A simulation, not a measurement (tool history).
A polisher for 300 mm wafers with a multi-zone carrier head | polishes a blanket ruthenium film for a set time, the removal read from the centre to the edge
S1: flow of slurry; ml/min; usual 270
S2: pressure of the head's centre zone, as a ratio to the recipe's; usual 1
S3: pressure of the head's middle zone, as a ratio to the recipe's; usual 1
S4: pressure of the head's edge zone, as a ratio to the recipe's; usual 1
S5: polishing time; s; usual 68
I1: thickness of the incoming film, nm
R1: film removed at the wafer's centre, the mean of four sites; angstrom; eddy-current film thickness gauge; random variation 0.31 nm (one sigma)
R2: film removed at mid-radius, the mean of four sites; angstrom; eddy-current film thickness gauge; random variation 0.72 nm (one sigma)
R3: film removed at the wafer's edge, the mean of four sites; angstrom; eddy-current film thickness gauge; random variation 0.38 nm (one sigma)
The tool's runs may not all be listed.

run	hour	S1	S2	S3	S4	S5	I1	R1	R2	R3
1	0	270	1	1	1	68	527.6	489	502	487
2	38.1	270	1	1.1	1.11	86	522.3	619	670	650
# hour 94.9: worn pad replaced by a new one
3	128.9	270	1	0.92	1	68	518.8	484	458	489
4	198.4	270	1	1.04	1	47	540.8	336	355	337
5	294.8	270	1	1	1	68	539.9	488	491	481
6	382	270	1	1	1	68	530.4	484	485	486
7	431.1	270	0.91	1	1	68	538.9	444	510	488
8	529.3	350	0.97	0.92	0.91	68	521.5	481	459	474
9	596	270	1.1	0.95	0.94	83	535.5	655	586	574
# hour 613.3: slurry nozzle cleaned
10	674.2	270	1	0.91	1	77	534.3	547	509	557
# hour 680.9: edge zone pressure recalibrated
# hour 708.5: worn pad replaced by a new one
11	742.7	270	1.07	1	1	68	532.1	521	499	493
12	782	270	1	1	1	68	532.2	481	492	488
13	835.3	310	0.94	1	1	68	532.3	460	502	499
14	906.7	270	1	1	1	68	522.3	482	488	484
# hour 926.3: centre zone pressure recalibrated
15	944.6	270	1	0.92	1	68	524.4	485	465	489
16	1045.5	185	1	1	1	68	533.8	461	487	480
17	1144.3	270	1	1	1	68	524.7	486	504	481
# hour 1207.8: carrier head's membrane replaced by a new one
18	1209	270	1	1	1	68	541.9	484	498	485
19	1296.2	360	0.96	1	1	68	532	482	499	498
# hour 1346.2: slurry nozzle cleaned
20	1372	270	1	1	1	68	530.8	487	489	487
# hour 1379.3: worn pad replaced by a new one
21	1447.4	305	1	1	1.07	83	527.9	599	603	616
22	1515.1	270	0.92	1	1	52	525.8	342	385	373
23	1603.6	340	1.06	1	1	79	527.6	610	586	570

The tool's hidden state at each run:
removal rate lost through wear of the pad, %: 0 in every run
slurry flow missing at the pad, %: 0 in every run
deviation of the centre zone's pressure from its setpoint, %: 0 in every run
deviation of the edge zone's pressure from its setpoint, %: 0 in every run
